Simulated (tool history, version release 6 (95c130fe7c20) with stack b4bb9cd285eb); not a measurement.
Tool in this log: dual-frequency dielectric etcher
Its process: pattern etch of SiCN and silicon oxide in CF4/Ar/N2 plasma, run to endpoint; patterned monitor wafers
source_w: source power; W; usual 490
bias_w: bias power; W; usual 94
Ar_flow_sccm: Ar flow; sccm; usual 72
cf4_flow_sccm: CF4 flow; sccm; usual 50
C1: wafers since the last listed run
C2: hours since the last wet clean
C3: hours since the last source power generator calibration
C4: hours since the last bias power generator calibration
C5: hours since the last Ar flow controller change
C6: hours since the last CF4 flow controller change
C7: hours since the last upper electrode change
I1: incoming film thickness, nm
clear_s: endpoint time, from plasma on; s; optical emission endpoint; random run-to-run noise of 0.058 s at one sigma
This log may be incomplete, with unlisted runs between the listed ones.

{"run": 1, "hour": 0.0, "source_w": 410, "bias_w": 94, "Ar_flow_sccm": 72, "cf4_flow_sccm": 50, "C1": 0, "C2": 4.5, "C3": 425.9, "C4": 147.7, "C5": 320.6, "C6": 2197.3, "C7": 945.1, "I1": 11.94, "clear_s": 14}
{"run": 2, "hour": 39.0, "source_w": 490, "bias_w": 94, "Ar_flow_sccm": 72, "cf4_flow_sccm": 50, "C1": 478, "C2": 43.5, "C3": 464.9, "C4": 186.7, "C5": 359.6, "C6": 2236.3, "C7": 984.1, "I1": 11.99, "clear_s": 11.7}
{"run": 3, "hour": 94.3, "source_w": 380, "bias_w": 94, "Ar_flow_sccm": 61, "cf4_flow_sccm": 50, "C1": 679, "C2": 98.8, "C3": 520.2, "C4": 242, "C5": 414.9, "C6": 2291.6, "C7": 1039.4, "I1": 11.96, "clear_s": 14.9}
{"run": 4, "hour": 146.2, "source_w": 450, "bias_w": 94, "Ar_flow_sccm": 83, "cf4_flow_sccm": 50, "C1": 637, "C2": 150.7, "C3": 572.1, "C4": 293.9, "C5": 466.8, "C6": 2343.5, "C7": 1091.3, "I1": 11.9, "clear_s": 12.9}
{"run": 5, "hour": 238.7, "source_w": 490, "bias_w": 94, "Ar_flow_sccm": 72, "cf4_flow_sccm": 50, "C1": 1135, "C2": 243.2, "C3": 664.6, "C4": 386.4, "C5": 559.3, "C6": 2436, "C7": 1183.8, "I1": 11.92, "clear_s": 11.8}
{"run": 6, "hour": 316.8, "source_w": 570, "bias_w": 81, "Ar_flow_sccm": 60, "cf4_flow_sccm": 42, "C1": 959, "C2": 321.3, "C3": 742.7, "C4": 464.5, "C5": 637.4, "C6": 2514.1, "C7": 1261.9, "I1": 11.9, "clear_s": 10.9}
{"run": 7, "hour": 422.9, "source_w": 490, "bias_w": 94, "Ar_flow_sccm": 72, "cf4_flow_sccm": 50, "C1": 1302, "C2": 427.4, "C3": 848.8, "C4": 570.6, "C5": 743.5, "C6": 2620.2, "C7": 1368, "I1": 11.79, "clear_s": 11.7}
{"run": 8, "hour": 528.5, "source_w": 380, "bias_w": 94, "Ar_flow_sccm": 87, "cf4_flow_sccm": 59, "C1": 1296, "C2": 533, "C3": 954.4, "C4": 676.2, "C5": 849.1, "C6": 2725.8, "C7": 1473.6, "I1": 12.03, "clear_s": 15.5}
{"hour": 645.8, "done": "wet clean of the chamber"}
{"hour": 651.1, "done": "CF4 flow controller replaced"}
{"run": 9, "hour": 651.6, "source_w": 490, "bias_w": 94, "Ar_flow_sccm": 62, "cf4_flow_sccm": 50, "C1": 1151, "C2": 5.8, "C3": 1077.5, "C4": 799.3, "C5": 972.2, "C6": 0.5, "C7": 1596.7, "I1": 12.05, "clear_s": 11.9}
{"run": 10, "hour": 683.3, "source_w": 490, "bias_w": 112, "Ar_flow_sccm": 72, "cf4_flow_sccm": 58, "C1": 389, "C2": 37.5, "C3": 1109.2, "C4": 831, "C5": 1003.9, "C6": 32.2, "C7": 1628.4, "I1": 12.07, "clear_s": 11.1}
{"run": 11, "hour": 844.3, "source_w": 490, "bias_w": 94, "Ar_flow_sccm": 72, "cf4_flow_sccm": 50, "C1": 1976, "C2": 198.5, "C3": 1270.2, "C4": 992, "C5": 1164.9, "C6": 193.2, "C7": 1789.4, "I1": 12.05, "clear_s": 12.1}
{"run": 12, "hour": 883.2, "source_w": 570, "bias_w": 94, "Ar_flow_sccm": 59, "cf4_flow_sccm": 50, "C1": 477, "C2": 237.4, "C3": 1309.1, "C4": 1030.9, "C5": 1203.8, "C6": 232.1, "C7": 1828.3, "I1": 11.94, "clear_s": 10.2}
{"run": 13, "hour": 922.8, "source_w": 600, "bias_w": 78, "Ar_flow_sccm": 65, "cf4_flow_sccm": 41, "C1": 486, "C2": 277, "C3": 1348.7, "C4": 1070.5, "C5": 1243.4, "C6": 271.7, "C7": 1867.9, "I1": 12.05, "clear_s": 11.1}
{"run": 14, "hour": 984.9, "source_w": 490, "bias_w": 94, "Ar_flow_sccm": 76, "cf4_flow_sccm": 56, "C1": 762, "C2": 339.1, "C3": 1410.8, "C4": 1132.6, "C5": 1305.5, "C6": 333.8, "C7": 1930, "I1": 11.87, "clear_s": 11.9}
{"run": 15, "hour": 1060.2, "source_w": 490, "bias_w": 105, "Ar_flow_sccm": 54, "cf4_flow_sccm": 50, "C1": 924, "C2": 414.4, "C3": 1486.1, "C4": 1207.9, "C5": 1380.8, "C6": 409.1, "C7": 2005.3, "I1": 11.96, "clear_s": 11.3}
{"run": 16, "hour": 1126.7, "source_w": 490, "bias_w": 94, "Ar_flow_sccm": 72, "cf4_flow_sccm": 50, "C1": 816, "C2": 480.9, "C3": 1552.6, "C4": 1274.4, "C5": 1447.3, "C6": 475.6, "C7": 2071.8, "I1": 12.05, "clear_s": 12.2}
{"hour": 1174.3, "done": "source power generator calibrated"}
{"run": 17, "hour": 1194.4, "source_w": 370, "bias_w": 110, "Ar_flow_sccm": 54, "cf4_flow_sccm": 58, "C1": 782, "C2": 548.6, "C3": 20.1, "C4": 1342.1, "C5": 1515, "C6": 543.3, "C7": 2139.5, "I1": 12.02, "clear_s": 13.6}
{"run": 18, "hour": 1230.6, "source_w": 580, "bias_w": 94, "Ar_flow_sccm": 72, "cf4_flow_sccm": 40, "C1": 444, "C2": 584.8, "C3": 56.3, "C4": 1378.3, "C5": 1551.2, "C6": 579.5, "C7": 2175.7, "I1": 11.99, "clear_s": 10.3}
{"run": 19, "hour": 1329.1, "source_w": 490, "bias_w": 94, "Ar_flow_sccm": 72, "cf4_flow_sccm": 50, "C1": 1209, "C2": 683.3, "C3": 154.8, "C4": 1476.8, "C5": 1649.7, "C6": 678, "C7": 2274.2, "I1": 11.9, "clear_s": 11.5}
{"run": 20, "hour": 1413.0, "source_w": 610, "bias_w": 94, "Ar_flow_sccm": 86, "cf4_flow_sccm": 50, "C1": 1030, "C2": 767.2, "C3": 238.7, "C4": 1560.7, "C5": 1733.6, "C6": 761.9, "C7": 2358.1, "I1": 12.05, "clear_s": 9.6}

Run 21, settings as shown, results not yet in. Your forecast:
{"hour": 1440.7, "done": "wet clean of the chamber"}
{"hour": 1447.7, "done": "bias power generator calibrated"}
{"run": 21, "hour": 1513.9, "source_w": 450, "bias_w": 94, "Ar_flow_sccm": 83, "cf4_flow_sccm": 50, "C1": 895, "C2": 73.2, "C3": 339.6, "C4": 66.2, "C5": 1834.5, "C6": 862.8, "C7": 2459, "I1": 12.15, "clear_s": "?"}

{"run 21": {"clear_s": 13.2}}
Minus the tool's unlogged condition, the same run would have read clear_s 13 s.

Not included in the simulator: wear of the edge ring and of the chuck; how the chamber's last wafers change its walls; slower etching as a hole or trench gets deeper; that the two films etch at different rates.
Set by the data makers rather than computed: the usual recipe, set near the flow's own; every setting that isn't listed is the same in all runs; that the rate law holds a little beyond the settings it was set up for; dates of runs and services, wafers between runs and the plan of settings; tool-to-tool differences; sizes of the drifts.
